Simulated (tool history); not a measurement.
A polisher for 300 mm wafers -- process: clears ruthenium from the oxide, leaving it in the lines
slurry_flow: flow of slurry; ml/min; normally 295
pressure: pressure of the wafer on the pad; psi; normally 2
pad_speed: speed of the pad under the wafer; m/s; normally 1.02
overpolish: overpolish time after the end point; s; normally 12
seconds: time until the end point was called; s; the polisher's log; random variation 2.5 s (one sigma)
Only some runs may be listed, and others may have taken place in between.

run,hour,slurry_flow,pressure,pad_speed,overpolish,wafers since the last listed run,wafers polished on this pad,hours since the slurry nozzle was cleaned,hours since the head pressure was calibrated,"incoming thickness of the incoming film, nm",seconds
1,0,295,2,1.02,12,0,1212,349.6,249.3,135.2,151
# hour 64.6: worn pad replaced by a new one
2,68.5,295,2,1.02,12,621,37,418.1,317.8,135.8,137.1
3,104.4,295,1.4,1.02,12,345,383,454,353.7,135.7,208.7
4,144.3,295,1.4,1.02,12,384,767,493.9,393.6,136.4,220.4
5,187.6,295,2,1.02,12,417,1184,537.2,436.9,136.4,151.1
# hour 253: worn pad replaced by a new one
6,253.5,295,2,1.02,12,596,4,603.1,502.8,135.4,135.4
7,300.4,295,2,1.02,12,451,456,650,549.7,135,147.1
8,367.1,295,2,1.02,12,642,1098,716.7,616.4,136.1,149.4
# hour 400.8: worn pad replaced by a new one
# hour 430.6: head pressure recalibrated
9,431.2,295,2,1.2,12,559,273,780.8,0.6,135.4,120.1

For run 10, what comes out?
# hour 461.1: slurry nozzle cleaned
10,497.5,375,2.7,1.12,12,629,902,36.4,66.9,132.6,?

seconds: 98.9 s
On a tool with no hidden condition, and with the same random variation, this run would have come out at seconds 88.3 s.

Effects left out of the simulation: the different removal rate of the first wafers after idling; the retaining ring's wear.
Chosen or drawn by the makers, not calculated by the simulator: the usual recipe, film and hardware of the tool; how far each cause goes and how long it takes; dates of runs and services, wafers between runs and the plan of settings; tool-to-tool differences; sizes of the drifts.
